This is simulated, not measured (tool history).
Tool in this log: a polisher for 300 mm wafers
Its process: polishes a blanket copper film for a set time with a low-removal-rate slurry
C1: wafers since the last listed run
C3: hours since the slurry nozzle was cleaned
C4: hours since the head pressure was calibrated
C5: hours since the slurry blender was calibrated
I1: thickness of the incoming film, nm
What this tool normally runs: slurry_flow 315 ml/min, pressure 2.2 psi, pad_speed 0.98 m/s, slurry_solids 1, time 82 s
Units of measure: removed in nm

{"run": 1, "hour": 0.0, "slurry_flow": 315, "pressure": 2.2, "pad_speed": 0.98, "slurry_solids": 1, "time": 82, "C1": 0, "wafers polished on this pad": 799, "C3": 284.9, "C4": 341.5, "C5": 78.4, "I1": 625.8, "removed": 216.1}
{"run": 2, "hour": 61.0, "slurry_flow": 315, "pressure": 2.2, "pad_speed": 0.98, "slurry_solids": 1, "time": 82, "C1": 674, "wafers polished on this pad": 1474, "C3": 345.9, "C4": 402.5, "C5": 139.4, "I1": 624.2, "removed": 217.6}
{"run": 3, "hour": 156.1, "slurry_flow": 315, "pressure": 2.2, "pad_speed": 0.98, "slurry_solids": 1, "time": 82, "C1": 1052, "wafers polished on this pad": 2526, "C3": 441, "C4": 497.6, "C5": 234.5, "I1": 633.5, "removed": 217.5}
{"run": 4, "hour": 220.5, "slurry_flow": 315, "pressure": 2.2, "pad_speed": 0.98, "slurry_solids": 0.8, "time": 82, "C1": 712, "wafers polished on this pad": 3239, "C3": 505.4, "C4": 562, "C5": 298.9, "I1": 619.8, "removed": 208.2}
{"run": 5, "hour": 297.4, "slurry_flow": 315, "pressure": 2.2, "pad_speed": 0.98, "slurry_solids": 1, "time": 82, "C1": 850, "wafers polished on this pad": 4089, "C3": 582.3, "C4": 638.9, "C5": 375.8, "I1": 633, "removed": 216.3}
{"hour": 307.8, "done": "head pressure recalibrated"}
{"hour": 331.7, "done": "slurry nozzle cleaned"}
{"run": 6, "hour": 382.6, "slurry_flow": 315, "pressure": 2.2, "pad_speed": 0.98, "slurry_solids": 1, "time": 82, "C1": 909, "wafers polished on this pad": 4999, "C3": 50.9, "C4": 74.8, "C5": 461, "I1": 626.3, "removed": 218}
{"run": 7, "hour": 427.2, "slurry_flow": 315, "pressure": 2.2, "pad_speed": 0.98, "slurry_solids": 1, "time": 82, "C1": 493, "wafers polished on this pad": 5492, "C3": 95.5, "C4": 119.4, "C5": 505.6, "I1": 631.7, "removed": 217.9}
{"run": 8, "hour": 468.4, "slurry_flow": 315, "pressure": 2.2, "pad_speed": 0.98, "slurry_solids": 1, "time": 82, "C1": 455, "wafers polished on this pad": 5948, "C3": 136.7, "C4": 160.6, "C5": 546.8, "I1": 632.4, "removed": 216.8}
{"hour": 510.5, "done": "worn pad replaced by a new one"}
{"run": 9, "hour": 576.3, "slurry_flow": 315, "pressure": 2.2, "pad_speed": 0.98, "slurry_solids": 1, "time": 82, "C1": 1149, "wafers polished on this pad": 728, "C3": 244.6, "C4": 268.5, "C5": 654.7, "I1": 634.3, "removed": 214.2}
{"run": 10, "hour": 618.9, "slurry_flow": 315, "pressure": 2.2, "pad_speed": 0.98, "slurry_solids": 1, "time": 82, "C1": 471, "wafers polished on this pad": 1199, "C3": 287.2, "C4": 311.1, "C5": 697.3, "I1": 626.3, "removed": 221.5}
{"run": 11, "hour": 658.2, "slurry_flow": 240, "pressure": 2.2, "pad_speed": 0.98, "slurry_solids": 1, "time": 82, "C1": 434, "wafers polished on this pad": 1634, "C3": 326.5, "C4": 350.4, "C5": 736.6, "I1": 636.5, "removed": 215.5}
{"hour": 665.5, "done": "slurry blender recalibrated"}
{"run": 12, "hour": 696.7, "slurry_flow": 315, "pressure": 2.2, "pad_speed": 0.8, "slurry_solids": 1, "time": 103, "C1": 403, "wafers polished on this pad": 2038, "C3": 365, "C4": 388.9, "C5": 31.2, "I1": 631.3, "removed": 222.2}
{"run": 13, "hour": 786.5, "slurry_flow": 315, "pressure": 2.2, "pad_speed": 0.98, "slurry_solids": 1, "time": 73, "C1": 993, "wafers polished on this pad": 3031, "C3": 454.8, "C4": 478.7, "C5": 121, "I1": 633.4, "removed": 196.1}
{"run": 14, "hour": 834.9, "slurry_flow": 315, "pressure": 2.4, "pad_speed": 0.98, "slurry_solids": 1, "time": 82, "C1": 535, "wafers polished on this pad": 3566, "C3": 503.2, "C4": 527.1, "C5": 169.4, "I1": 628.4, "removed": 238.5}
{"run": 15, "hour": 941.6, "slurry_flow": 420, "pressure": 2.2, "pad_speed": 1.16, "slurry_solids": 1, "time": 82, "C1": 1180, "wafers polished on this pad": 4747, "C3": 609.9, "C4": 633.8, "C5": 276.1, "I1": 637.1, "removed": 259}
{"hour": 994.2, "done": "head pressure recalibrated"}
{"run": 16, "hour": 1004.2, "slurry_flow": 410, "pressure": 2.2, "pad_speed": 0.98, "slurry_solids": 1, "time": 82, "C1": 670, "wafers polished on this pad": 5417, "C3": 672.5, "C4": 10, "C5": 338.7, "I1": 636.2, "removed": 219.4}
{"hour": 1028.3, "done": "slurry nozzle cleaned"}
{"run": 17, "hour": 1092.3, "slurry_flow": 315, "pressure": 2.2, "pad_speed": 0.98, "slurry_solids": 1, "time": 71, "C1": 963, "wafers polished on this pad": 6381, "C3": 64, "C4": 98.1, "C5": 426.8, "I1": 631.8, "removed": 188.3}
{"run": 18, "hour": 1143.4, "slurry_flow": 315, "pressure": 2.2, "pad_speed": 0.98, "slurry_solids": 1, "time": 82, "C1": 565, "wafers polished on this pad": 6946, "C3": 115.1, "C4": 149.2, "C5": 477.9, "I1": 629, "removed": 217.5}
{"hour": 1158.7, "done": "worn pad replaced by a new one"}
{"run": 19, "hour": 1197.9, "slurry_flow": 315, "pressure": 2.2, "pad_speed": 0.98, "slurry_solids": 1, "time": 82, "C1": 558, "wafers polished on this pad": 434, "C3": 169.6, "C4": 203.7, "C5": 532.4, "I1": 629.1, "removed": 216.4}
{"run": 20, "hour": 1243.8, "slurry_flow": 315, "pressure": 2.4, "pad_speed": 0.98, "slurry_solids": 1, "time": 82, "C1": 507, "wafers polished on this pad": 941, "C3": 215.5, "C4": 249.6, "C5": 578.3, "I1": 633.3, "removed": 238.6}
{"run": 21, "hour": 1295.5, "slurry_flow": 315, "pressure": 2.2, "pad_speed": 0.98, "slurry_solids": 0.85, "time": 103, "C1": 571, "wafers polished on this pad": 1513, "C3": 267.2, "C4": 301.3, "C5": 630, "I1": 641.5, "removed": 263.9}
{"run": 22, "hour": 1337.2, "slurry_flow": 315, "pressure": 2.2, "pad_speed": 0.98, "slurry_solids": 1, "time": 63, "C1": 461, "wafers polished on this pad": 1975, "C3": 308.9, "C4": 343, "C5": 671.7, "I1": 626.7, "removed": 167.9}
{"hour": 1354.0, "done": "slurry blender recalibrated"}
{"run": 23, "hour": 1485.0, "slurry_flow": 315, "pressure": 2.2, "pad_speed": 0.98, "slurry_solids": 1, "time": 71, "C1": 1613, "wafers polished on this pad": 3588, "C3": 456.7, "C4": 490.8, "C5": 131, "I1": 624.2, "removed": 188.2}
{"hour": 1609.5, "done": "slurry nozzle cleaned"}
{"hour": 1709.8, "done": "head pressure recalibrated"}
{"hour": 1770.7, "done": "worn pad replaced by a new one"}
{"run": 24, "hour": 1779.4, "slurry_flow": 315, "pressure": 2.2, "pad_speed": 0.98, "slurry_solids": 1, "time": 82, "C1": 3179, "wafers polished on this pad": 96, "C3": 169.9, "C4": 69.6, "C5": 425.4, "I1": 631.8, "removed": 217.7}
{"run": 25, "hour": 1883.0, "slurry_flow": 400, "pressure": 2.8, "pad_speed": 1.2, "slurry_solids": 1, "time": 82, "C1": 1146, "wafers polished on this pad": 1242, "C3": 273.5, "C4": 173.2, "C5": 529, "I1": 626.5, "removed": 343.8}
{"run": 26, "hour": 1964.9, "slurry_flow": 315, "pressure": 2.2, "pad_speed": 0.98, "slurry_solids": 1, "time": 82, "C1": 906, "wafers polished on this pad": 2148, "C3": 355.4, "C4": 255.1, "C5": 610.9, "I1": 628.7, "removed": 217.8}
{"run": 27, "hour": 2002.0, "slurry_flow": 315, "pressure": 2.2, "pad_speed": 0.98, "slurry_solids": 1, "time": 82, "C1": 410, "wafers polished on this pad": 2558, "C3": 392.5, "C4": 292.2, "C5": 648, "I1": 634.2, "removed": 219.7}
{"hour": 2006.1, "done": "slurry blender recalibrated"}
{"run": 28, "hour": 2068.2, "slurry_flow": 315, "pressure": 2.2, "pad_speed": 0.98, "slurry_solids": 1, "time": 71, "C1": 710, "wafers polished on this pad": 3269, "C3": 458.7, "C4": 358.4, "C5": 62.1, "I1": 633.1, "removed": 189.2}
{"run": 29, "hour": 2161.2, "slurry_flow": 215, "pressure": 1.6, "pad_speed": 0.98, "slurry_solids": 1.2, "time": 97, "C1": 1028, "wafers polished on this pad": 4298, "C3": 551.7, "C4": 451.4, "C5": 155.1, "I1": 618.5, "removed": 190.9}
{"hour": 2224.8, "done": "slurry nozzle cleaned"}
{"run": 30, "hour": 2253.4, "slurry_flow": 315, "pressure": 2.2, "pad_speed": 0.98, "slurry_solids": 1.3, "time": 107, "C1": 1008, "wafers polished on this pad": 5307, "C3": 28.6, "C4": 543.6, "C5": 247.3, "I1": 627.6, "removed": 298.4}
{"hour": 2302.5, "done": "head pressure recalibrated"}
{"run": 31, "hour": 2475.1, "slurry_flow": 315, "pressure": 2.2, "pad_speed": 0.98, "slurry_solids": 1, "time": 70, "C1": 2430, "wafers polished on this pad": 7737, "C3": 250.3, "C4": 172.6, "C5": 469, "I1": 623.3, "removed": 184.5}

Forecast each of these 3 alternatives for the next run:
{"run": "A", "hour": 2475.6, "slurry_flow": 315, "pressure": 2.2, "pad_speed": 0.98, "slurry_solids": 1, "time": 82, "C1": 5, "wafers polished on this pad": 7743, "C3": 250.8, "C4": 173.1, "C5": 469.5, "I1": 638.1, "removed": "?"}
{"run": "B", "hour": 2475.6, "slurry_flow": 315, "pressure": 2.2, "pad_speed": 0.98, "slurry_solids": 1, "time": 92, "C1": 5, "wafers polished on this pad": 7743, "C3": 250.8, "C4": 173.1, "C5": 469.5, "I1": 638.1, "removed": "?"}
{"run": "C", "hour": 2475.6, "slurry_flow": 380, "pressure": 2.2, "pad_speed": 1.08, "slurry_solids": 1, "time": 82, "C1": 5, "wafers polished on this pad": 7743, "C3": 250.8, "C4": 173.1, "C5": 469.5, "I1": 638.1, "removed": "?"}

run=A removed=219
run=B removed=245.7
run=C removed=243.6
Without the tool's unlogged condition, the same runs would have read:
run=A removed=219
run=B removed=245.7
run=C removed=243.6
